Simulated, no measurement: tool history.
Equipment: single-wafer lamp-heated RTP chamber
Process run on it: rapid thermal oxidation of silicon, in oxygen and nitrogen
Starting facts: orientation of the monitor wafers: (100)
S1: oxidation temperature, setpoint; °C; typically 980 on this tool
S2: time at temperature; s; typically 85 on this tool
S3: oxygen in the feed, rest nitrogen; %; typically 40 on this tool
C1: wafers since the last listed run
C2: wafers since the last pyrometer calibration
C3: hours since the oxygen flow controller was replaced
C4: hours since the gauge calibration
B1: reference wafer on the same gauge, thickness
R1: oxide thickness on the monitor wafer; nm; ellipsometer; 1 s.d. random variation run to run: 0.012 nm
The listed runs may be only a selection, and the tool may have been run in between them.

run	hour	S1	S2	S3	C1	C2	C3	C4	B1	R1
1	0.0	980	85	40	0	7721	2177.7	160.0	4.085	4.112
# hour 23.5: pyrometer window cleaned and pyrometer calibrated
2	86.5	980	85	25	489	393	2264.2	246.5	4.077	3.507
3	152.4	980	85	25	410	804	2330.1	312.4	4.078	3.502
4	258.3	980	85	40	660	1464	2436.0	418.3	4.084	4.053
5	317.7	980	85	40	370	1834	2495.4	477.7	4.079	4.070
6	365.5	980	85	40	298	2132	2543.2	525.5	4.076	4.051
7	448.6	980	103	40	518	2650	2626.3	608.6	4.079	4.411
8	511.6	980	85	40	392	3043	2689.3	671.6	4.076	4.057
9	618.6	980	85	40	667	3711	2796.3	778.6	4.085	4.070
10	675.8	980	85	40	356	4067	2853.5	835.8	4.076	4.047
11	807.2	980	85	40	819	4887	2984.9	967.2	4.081	4.085
12	850.3	980	85	40	268	5155	3028.0	1010.3	4.078	4.085
13	950.1	980	85	27	622	5778	3127.8	1110.1	4.077	3.639
14	1009.2	980	85	48	368	6146	3186.9	1169.2	4.084	4.316
15	1078.8	980	52	40	433	6580	3256.5	1238.8	4.077	3.373
# hour 1112.0: pyrometer window cleaned and pyrometer calibrated
# hour 1182.1: gauge calibrated
16	1257.6	980	72	57	1065	907	3435.3	75.5	4.083	4.232
17	1305.4	980	126	40	298	1205	3483.1	123.3	4.080	4.807
18	1345.4	971	85	19	249	1455	3523.1	163.3	4.074	3.109
19	1409.2	994	97	60	397	1853	3586.9	227.1	4.076	5.451
20	1447.0	980	85	22	235	2088	3624.7	264.9	4.076	3.424
# hour 1709.2: oxygen flow controller replaced
21	1743.5	980	85	40	1798	3887	34.3	561.4	4.083	4.080
22	1812.0	980	123	27	427	4314	102.8	629.9	4.077	4.219
23	1870.7	980	85	40	366	4680	161.5	688.6	4.081	4.090
24	1943.8	980	43	63	455	5136	234.6	761.7	4.083	3.586

For run 25, what comes out?
25	2002.1	980	99	17	363	5500	292.9	820.0	?	?

{"run 25": {"B1": 4.073, "R1": 3.383}}
With the hidden condition absent and the run-to-run variation left alone, this run would have shown R1 3.321 nm.
